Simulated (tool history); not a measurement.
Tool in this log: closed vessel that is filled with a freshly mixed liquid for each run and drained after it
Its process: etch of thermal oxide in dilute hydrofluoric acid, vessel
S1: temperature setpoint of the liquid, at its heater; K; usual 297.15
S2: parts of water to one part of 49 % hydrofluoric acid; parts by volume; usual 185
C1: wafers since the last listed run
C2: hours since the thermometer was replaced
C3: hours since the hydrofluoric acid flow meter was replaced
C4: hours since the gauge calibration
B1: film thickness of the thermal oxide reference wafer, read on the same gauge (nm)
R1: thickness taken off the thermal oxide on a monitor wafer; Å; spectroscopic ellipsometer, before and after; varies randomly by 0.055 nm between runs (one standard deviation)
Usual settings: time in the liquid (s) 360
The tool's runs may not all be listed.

run 1 hour=0.0 | S1=297.15 S2=185 time_in_the_liquid_(s)=360 | C1=0 C2=1224.9 C3=642.9 C4=477.3 | B1=101.83 | R1=88.2
run 2 hour=37.5 | S1=297.15 S2=185 time_in_the_liquid_(s)=360 | C1=2908 C2=1262.4 C3=680.4 C4=514.8 | B1=101.99 | R1=86.2
-- hour=46.1 thermometer replaced
run 3 hour=138.3 | S1=297.15 S2=160 time_in_the_liquid_(s)=360 | C1=7740 C2=92.2 C3=781.2 C4=615.6 | B1=102.39 | R1=102.8
run 4 hour=211.6 | S1=297.15 S2=160 time_in_the_liquid_(s)=360 | C1=5685 C2=165.5 C3=854.5 C4=688.9 | B1=102.71 | R1=103.8
-- hour=278.5 gauge calibrated
run 5 hour=278.7 | S1=297.15 S2=160 time_in_the_liquid_(s)=360 | C1=5204 C2=232.6 C3=921.6 C4=0.2 | B1=99.68 | R1=100.5
run 6 hour=328.7 | S1=297.15 S2=185 time_in_the_liquid_(s)=360 | C1=3878 C2=282.6 C3=971.6 C4=50.2 | B1=99.88 | R1=84.9
run 7 hour=388.6 | S1=297.15 S2=185 time_in_the_liquid_(s)=360 | C1=4645 C2=342.5 C3=1031.5 C4=110.1 | B1=100.11 | R1=86.1
run 8 hour=435.7 | S1=297.15 S2=185 time_in_the_liquid_(s)=360 | C1=3653 C2=389.6 C3=1078.6 C4=157.2 | B1=100.31 | R1=85.4
run 9 hour=521.7 | S1=297.15 S2=205 time_in_the_liquid_(s)=440 | C1=6670 C2=475.6 C3=1164.6 C4=243.2 | B1=100.68 | R1=92.4
run 10 hour=592.1 | S1=297.15 S2=205 time_in_the_liquid_(s)=440 | C1=5460 C2=546.0 C3=1235.0 C4=313.6 | B1=100.95 | R1=93.0
run 11 hour=635.0 | S1=297.15 S2=185 time_in_the_liquid_(s)=360 | C1=3327 C2=588.9 C3=1277.9 C4=356.5 | B1=101.11 | R1=85.5
run 12 hour=713.0 | S1=294.65 S2=185 time_in_the_liquid_(s)=360 | C1=6049 C2=666.9 C3=1355.9 C4=434.5 | B1=101.42 | R1=79.0
run 13 hour=770.5 | S1=294.65 S2=185 time_in_the_liquid_(s)=360 | C1=4459 C2=724.4 C3=1413.4 C4=492.0 | B1=101.64 | R1=79.2
run 14 hour=840.6 | S1=298.15 S2=185 time_in_the_liquid_(s)=360 | C1=5437 C2=794.5 C3=1483.5 C4=562.1 | B1=101.94 | R1=89.7
-- hour=924.6 hydrofluoric acid flow meter replaced
run 15 hour=929.1 | S1=297.15 S2=185 time_in_the_liquid_(s)=360 | C1=6786 C2=883.0 C3=4.5 C4=650.6 | B1=102.30 | R1=87.6
run 16 hour=971.2 | S1=297.15 S2=185 time_in_the_liquid_(s)=360 | C1=3265 C2=925.1 C3=46.6 C4=692.7 | B1=102.45 | R1=87.3
run 17 hour=1038.5 | S1=299.15 S2=185 time_in_the_liquid_(s)=165 | C1=5219 C2=992.4 C3=113.9 C4=760.0 | B1=102.71 | R1=43.4
-- hour=1066.3 gauge calibrated
-- hour=1067.1 thermometer replaced
run 18 hour=1137.4 | S1=297.15 S2=185 time_in_the_liquid_(s)=360 | C1=7593 C2=70.3 C3=212.8 C4=71.1 | B1=100.10 | R1=86.1
run 19 hour=1207.7 | S1=297.15 S2=185 time_in_the_liquid_(s)=565 | C1=5452 C2=140.6 C3=283.1 C4=141.4 | B1=100.39 | R1=135.2
run 20 hour=1250.2 | S1=293.65 S2=185 time_in_the_liquid_(s)=360 | C1=3296 C2=183.1 C3=325.6 C4=183.9 | B1=100.54 | R1=75.8
run 21 hour=1289.0 | S1=297.15 S2=185 time_in_the_liquid_(s)=360 | C1=3009 C2=221.9 C3=364.4 C4=222.7 | B1=100.69 | R1=86.4
run 22 hour=1327.9 | S1=293.15 S2=105 time_in_the_liquid_(s)=190 | C1=3017 C2=260.8 C3=403.3 C4=261.6 | B1=100.88 | R1=74.0
run 23 hour=1399.4 | S1=300.15 S2=185 time_in_the_liquid_(s)=430 | C1=5545 C2=332.3 C3=474.8 C4=333.1 | B1=101.15 | R1=115.8
run 24 hour=1463.7 | S1=301.15 S2=185 time_in_the_liquid_(s)=360 | C1=4987 C2=396.6 C3=539.1 C4=397.4 | B1=101.40 | R1=100.2
run 25 hour=1516.8 | S1=300.65 S2=185 time_in_the_liquid_(s)=360 | C1=4118 C2=449.7 C3=592.2 C4=450.5 | B1=101.61 | R1=98.6
run 26 hour=1610.7 | S1=301.65 S2=185 time_in_the_liquid_(s)=360 | C1=7283 C2=543.6 C3=686.1 C4=544.4 | B1=101.99 | R1=101.4
run 27 hour=1705.1 | S1=299.15 S2=160 time_in_the_liquid_(s)=295 | C1=7321 C2=638.0 C3=780.5 C4=638.8 | B1=102.37 | R1=91.1
run 28 hour=1764.3 | S1=297.15 S2=185 time_in_the_liquid_(s)=360 | C1=4591 C2=697.2 C3=839.7 C4=698.0 | B1=102.61 | R1=88.4

Take each entry between the runs: how does the hidden state at the last listed run before it differ from the hidden state at the first listed run after it?
Between runs 2 and 3: thermometer replaced (hour 46.1)
  gauge reads high (%): 1.99 -> 2.39
  difference, measured minus the result without the unlogged condition, R1: +1.7 -> +2.4 Å
Between runs 4 and 5: gauge calibrated (hour 278.5)
  gauge reads high (%): 2.68 -> -0.316
  difference, measured minus the result without the unlogged condition, R1: +2.7 -> -0.4 Å
Between runs 14 and 15: hydrofluoric acid flow meter replaced (hour 924.6)
  gauge reads high (%): 1.93 -> 2.29
  difference, measured minus the result without the unlogged condition, R1: +1.7 -> +1.9 Å
Between runs 17 and 18: gauge calibrated (hour 1066.3); thermometer replaced (hour 1067.1)
  gauge reads high (%): 2.72 -> 0.104
  difference, measured minus the result without the unlogged condition, R1: +1.1 -> +0.1 Å
